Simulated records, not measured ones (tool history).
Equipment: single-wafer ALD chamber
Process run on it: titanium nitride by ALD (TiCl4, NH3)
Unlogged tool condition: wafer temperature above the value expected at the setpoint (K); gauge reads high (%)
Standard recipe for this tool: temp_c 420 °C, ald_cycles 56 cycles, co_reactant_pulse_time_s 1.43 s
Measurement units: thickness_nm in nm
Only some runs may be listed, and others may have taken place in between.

run    hour  temp_c  ald_cycles  co_reactant_pulse_time_s  wafers since the last listed run  hours since the last thermocouple change  hours since the showerhead was replaced  hours since the gauge calibration  read-back reference wafer on the same gauge, thickness_nm  thickness_nm
  1       0     420          59                      1.43                                 0                                    1122.2                                   2345.6                              831.9                                                      1.341         1.247
  2   177.4     420          56                      1.43                               761                                    1299.6                                     2523                             1009.3                                                      1.341         1.181
  3   214.7     420          56                      1.43                               160                                    1336.9                                   2560.3                             1046.6                                                      1.338         1.182
  4   254.6     420          56                      1.43                               171                                    1376.8                                   2600.2                             1086.5                                                      1.339         1.184
  5   312.2     420          56                      1.43                               247                                    1434.4                                   2657.8                             1144.1                                                      1.341         1.179
  6   355.7     420          56                      1.43                               186                                    1477.9                                   2701.3                             1187.6                                                       1.34         1.183
  7   397.4     420          56                      1.43                               178                                    1519.6                                     2743                             1229.3                                                      1.341         1.178
  8     437     420          56                      1.84                               169                                    1559.2                                   2782.6                             1268.9                                                       1.34         1.197
  9   494.6     410          56                      1.43                               247                                    1616.8                                   2840.2                             1326.5                                                       1.34         1.176
 10   548.8     410          56                      1.43                               232                                      1671                                   2894.4                             1380.7                                                      1.339         1.173
 11   578.7     410          56                      1.43                               128                                    1700.9                                   2924.3                             1410.6                                                       1.34         1.175
 12   631.5     420          56                      1.43                               226                                    1753.7                                   2977.1                             1463.4                                                      1.342         1.186
 13   671.7     420          56                      1.43                               172                                    1793.9                                   3017.3                             1503.6                                                       1.34          1.18
 14   705.3     420          56                      1.43                               144                                    1827.5                                   3050.9                             1537.2                                                       1.34          1.18
      720.9  -- thermocouple changed; heater temperature recalibrated
 15   774.8     420          56                      1.43                               263                                      53.9                                   3120.4                             1606.7                                                      1.341         1.182
 16   800.9     420          56                      1.43                               112                                        80                                   3146.5                             1632.8                                                      1.341         1.183
 17   869.3     420          53                      1.43                               293                                     148.4                                   3214.9                             1701.2                                                      1.341         1.117
 18   917.2     420          60                      1.43                               205                                     196.3                                   3262.8                             1749.1                                                       1.34         1.266
 19   942.1     420          56                      1.43                               106                                     221.2                                   3287.7                               1774                                                       1.34         1.189
 20  1013.9     410          51                      1.43                               308                                       293                                   3359.5                             1845.8                                                      1.339         1.069
     1094.7  -- gauge calibrated
 21  1127.8     420          56                      1.43                               488                                     406.9                                   3473.4                               33.1                                                      1.338         1.186
 22  1158.3     420          56                      1.43                               130                                     437.4                                   3503.9                               63.6                                                       1.34         1.185
 23  1191.1     429          56                      1.43                               140                                     470.2                                   3536.7                               96.4                                                      1.339         1.187
 24    1262     420          61                      1.13                               304                                     541.1                                   3607.6                              167.3                                                       1.34         1.268
 25  1301.3     420          56                      1.09                               168                                     580.4                                   3646.9                              206.6                                                      1.338         1.161
 26    1334     420          53                      1.95                               140                                     613.1                                   3679.6                              239.3                                                      1.339         1.139
     1377.2  -- showerhead replaced
 27  1404.9     407          56                      1.43                               269                                       684                                     27.7                              310.2                                                       1.34         1.173
 28  1449.8     429          56                      1.43                               192                                     728.9                                     72.6                              355.1                                                      1.341         1.185
 29  1489.7     414          48                      1.17                               171                                     768.8                                    112.5                                395                                                      1.341         0.992
 30  1559.1     420          56                      1.43                               297                                     838.2                                    181.9                              464.4                                                      1.339         1.182
 31  1609.9     410          63                      1.79                               218                                       889                                    232.7                              515.2                                                      1.341         1.335
 32  1646.5     408          56                      1.43                               157                                     925.6                                    269.3                              551.8                                                       1.34         1.172
 33  1712.1     413          56                      1.98                               281                                     991.2                                    334.9                              617.4                                                      1.341         1.196
 34  1773.7     420          65                      1.43                               264                                    1052.8                                    396.5                                679                                                      1.339         1.373

Across each entry between runs, compare the hidden state at the last listed run before it with the hidden state at the first listed run after it:
In the gap between runs 14 and 15: thermocouple changed; heater temperature recalibrated (hour 720.9)
  nothing in the hidden state changes from one run to the other
In the gap between runs 20 and 21: gauge calibrated (hour 1094.7)
  nothing in the hidden state changes from one run to the other
In the gap between runs 26 and 27: showerhead replaced (hour 1377.2)
  nothing in the hidden state changes from one run to the other
